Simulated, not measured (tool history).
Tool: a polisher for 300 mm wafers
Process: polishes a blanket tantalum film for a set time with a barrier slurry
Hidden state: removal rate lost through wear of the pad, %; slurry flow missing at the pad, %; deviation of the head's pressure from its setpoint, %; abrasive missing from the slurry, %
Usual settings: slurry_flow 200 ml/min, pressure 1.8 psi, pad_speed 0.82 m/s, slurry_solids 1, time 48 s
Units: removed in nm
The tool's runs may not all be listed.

run,hour,slurry_flow,pressure,pad_speed,slurry_solids,time,wafers since the last listed run,wafers polished on this pad,hours since the slurry nozzle was cleaned,hours since the head pressure was calibrated,hours since the slurry blender was calibrated,"incoming thickness of the incoming film, nm",removed
1,0,200,1.8,0.82,1,48,0,3524,575.5,1146.7,94.9,327,51.4
2,38.4,200,1.8,0.82,1,48,372,3897,613.9,1185.1,133.3,334.6,50.9
# hour 83.6: worn pad replaced by a new one
3,97.8,200,1.8,0.82,1,48,537,138,673.3,1244.5,192.7,333.2,51.8
4,133,200,1.8,0.82,1,48,341,479,708.5,1279.7,227.9,329,51.4
# hour 168: head pressure recalibrated
# hour 222.7: slurry nozzle cleaned
5,223.7,200,1.8,0.82,1,48,851,1330,1,55.7,318.6,334.4,46.7
6,277.3,200,1.8,0.82,1,48,520,1850,54.6,109.3,372.2,328.3,47.3
# hour 323.7: slurry blender recalibrated
7,336.1,200,1.8,0.82,1,48,551,2402,113.4,168.1,12.4,333.5,49
8,362.4,200,1.8,0.98,1,48,255,2657,139.7,194.4,38.7,326.5,59.1
9,393.1,200,1.8,0.82,1,32,297,2955,170.4,225.1,69.4,328.3,32
10,434.4,200,1.8,0.82,1,48,400,3355,211.7,266.4,110.7,334.2,47.9
11,500.8,200,2.3,0.82,1,33,644,4000,278.1,332.8,177.1,332.1,40.4
12,571.2,155,1.8,0.82,1,48,683,4683,348.5,403.2,247.5,332.1,46.7
13,598.9,200,1.8,0.82,1,54,268,4952,376.2,430.9,275.2,333.6,54.1
# hour 621.8: worn pad replaced by a new one
14,635.7,200,1.8,0.82,1,48,318,134,413,467.7,312,332.8,47.5
15,706.1,200,1.8,0.82,1,48,683,818,483.4,538.1,382.4,326.5,47.3
16,759.5,200,1.8,0.82,1,48,518,1336,536.8,591.5,435.8,328.8,46.2
# hour 774: slurry blender recalibrated
17,821.2,235,1.8,0.82,1.2,40,579,1915,598.5,653.2,47.2,331.5,43.3
18,848.5,200,1.6,0.82,1,48,264,2180,625.8,680.5,74.5,331.3,44.7
19,887.4,220,1.8,1,1,48,377,2557,664.7,719.4,113.4,329.8,61.5
20,916.1,200,1.8,0.96,1,58,278,2836,693.4,748.1,142.1,329.5,70.4
# hour 918.7: slurry nozzle cleaned
21,963.8,200,1.8,0.82,1.15,48,453,3289,45.1,795.8,189.8,326.7,50.3
22,1029,270,2.2,0.82,1,48,632,3922,110.3,861,255,332.4,60.4
# hour 1037.4: worn pad replaced by a new one
23,1069,200,2.2,0.7,1.1,48,349,306,150.3,901,295,328.3,50.5
24,1137.7,200,1.8,1.1,1,48,666,973,219,969.7,363.7,329.3,65.5
25,1187.8,200,1.8,0.82,1,44,486,1459,269.1,1019.8,413.8,329.3,44.4
26,1256.6,200,1.8,0.66,1,48,667,2126,337.9,1088.6,482.6,328.2,39
27,1281.1,200,1.4,0.82,1,48,237,2364,362.4,1113.1,507.1,330,38.5
# hour 1288.7: slurry blender recalibrated
28,1325.1,200,1.8,0.82,1,48,407,2772,406.4,1157.1,36.4,333.2,53
29,1354.8,200,1.6,0.82,0.75,48,288,3060,436.1,1186.8,66.1,328.9,44.5
30,1450.3,200,1.8,0.82,1,48,926,3987,531.6,1282.3,161.6,331.1,52.2
31,1482.4,200,1.8,0.82,1,48,311,4298,563.7,1314.4,193.7,333.1,50.5

Hidden state or all else? Some run-to-run changes of removed, split into what the settings, what came in and random variation would give without the hidden state, and what is left for the hidden state (with any gauge scatter that isn't in both results):
Run 4 -> 5: head pressure recalibrated, slurry nozzle cleaned. removed -4.7 nm: hidden state -4.4, all else -0.3.
Run 8 -> 9: pad_speed 0.98 -> 0.82, time 48 -> 32. removed -27.1 nm: hidden state -0.1, all else -27.
Run 16 -> 17: slurry_flow 200 -> 235, slurry_solids 1 -> 1.2, time 48 -> 40, slurry blender recalibrated. removed -2.9 nm: hidden state +2.9, all else -5.8.
Run 20 -> 21: pad_speed 0.96 -> 0.82, slurry_solids 1 -> 1.15, time 58 -> 48, slurry nozzle cleaned. removed -20.1 nm: hidden state -0.3, all else -19.8.
Run 24 -> 25: pad_speed 1.1 -> 0.82, time 48 -> 44. removed -21.1 nm: hidden state -0.1, all else -21.
Run 27 -> 28: pressure 1.4 -> 1.8, slurry blender recalibrated. removed +14.5 nm: hidden state +4.2, all else +10.3.

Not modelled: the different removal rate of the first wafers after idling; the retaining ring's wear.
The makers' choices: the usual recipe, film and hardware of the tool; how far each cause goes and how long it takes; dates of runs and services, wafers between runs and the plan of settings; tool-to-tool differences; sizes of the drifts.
